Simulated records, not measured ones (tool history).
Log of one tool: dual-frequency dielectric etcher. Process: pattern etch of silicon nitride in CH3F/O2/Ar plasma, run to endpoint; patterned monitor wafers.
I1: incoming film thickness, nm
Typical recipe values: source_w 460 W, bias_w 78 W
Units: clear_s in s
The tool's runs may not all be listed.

Run 1, hour 0: usual settings; I1 28.61. Result: clear_s 38.3 s.
Run 2, hour 96.7: usual settings; I1 29.02. Result: clear_s 39.3 s.
Run 3, hour 146.6: usual settings but bias_w 65 W; I1 28.79. Result: clear_s 42.3 s.
Run 4, hour 191: usual settings but bias_w 65 W; I1 29.07. Result: clear_s 42.9 s.
At hour 225.3: wet clean of the chamber.
Run 5, hour 268.9: usual settings but bias_w 65 W; I1 28.79. Result: clear_s 41.2 s.
Run 6, hour 326.6: usual settings; I1 28.85. Result: clear_s 37.9 s.
Run 7, hour 409.4: usual settings; I1 29.06. Result: clear_s 38.2 s.
Run 8, hour 460.5: usual settings; I1 29.15. Result: clear_s 39.1 s.
At hour 521.7: upper electrode replaced.
Run 9, hour 617.4: usual settings; I1 29.1. Result: clear_s 39.5 s.
Run 10, hour 691.4: usual settings; I1 29.08. Result: clear_s 39.3 s.
At hour 712.7: source power generator calibrated.
At hour 747.6: bias power generator calibrated.
At hour 776.2: wet clean of the chamber.
Run 11, hour 793.1: usual settings; I1 29.12. Result: clear_s 38.3 s.
Run 12, hour 849.1: usual settings but source_w 380 W, bias_w 94 W; I1 29.41. Result: clear_s 38.1 s.
Run 13, hour 954.2: usual settings but bias_w 92 W; I1 29.06. Result: clear_s 35.8 s.
Run 14, hour 991.8: usual settings but source_w 360 W, bias_w 95 W; I1 29.04. Result: clear_s 38.6 s.
Run 15, hour 1037.5: usual settings but source_w 530 W, bias_w 67 W; I1 29.14. Result: clear_s 39.7 s.
Run 16, hour 1076.7: usual settings but source_w 400 W, bias_w 95 W; I1 29.02. Result: clear_s 37.2 s.
Run 17, hour 1179.3: usual settings but bias_w 91 W; I1 29.01. Result: clear_s 36.3 s.
Run 18, hour 1228.4: usual settings; I1 29.17. Result: clear_s 39.5 s.
At hour 1310: wet clean of the chamber.
Run 19, hour 1310.5: usual settings but source_w 520 W, bias_w 87 W; I1 28.94. Result: clear_s 33.8 s.
Run 20, hour 1503.4: usual settings; I1 29.3. Result: clear_s 38.8 s.
Run 21, hour 1544.9: usual settings; I1 28.93. Result: clear_s 38.1 s.

Below are 4 alternative next runs, each starting from the tool's condition after run 21. Predict each:
Run A, hour 1545.3: usual settings; I1 29.09. Result: clear_s ?.
Run B, hour 1545.3: usual settings but source_w 420 W, bias_w 60 W; I1 29.09. Result: clear_s ?.
Run C, hour 1545.3: usual settings but source_w 550 W, bias_w 87 W; I1 29.09. Result: clear_s ?.
Run D, hour 1545.3: usual settings but source_w 340 W; I1 29.09. Result: clear_s ?.

run  clear_s
  A       38
  B     44.4
  C     33.8
  D     42.4
Had the tool no hidden state, the same runs would have come out as:
run  clear_s
  A     37.2
  B     43.6
  C     33.1
  D     41.6
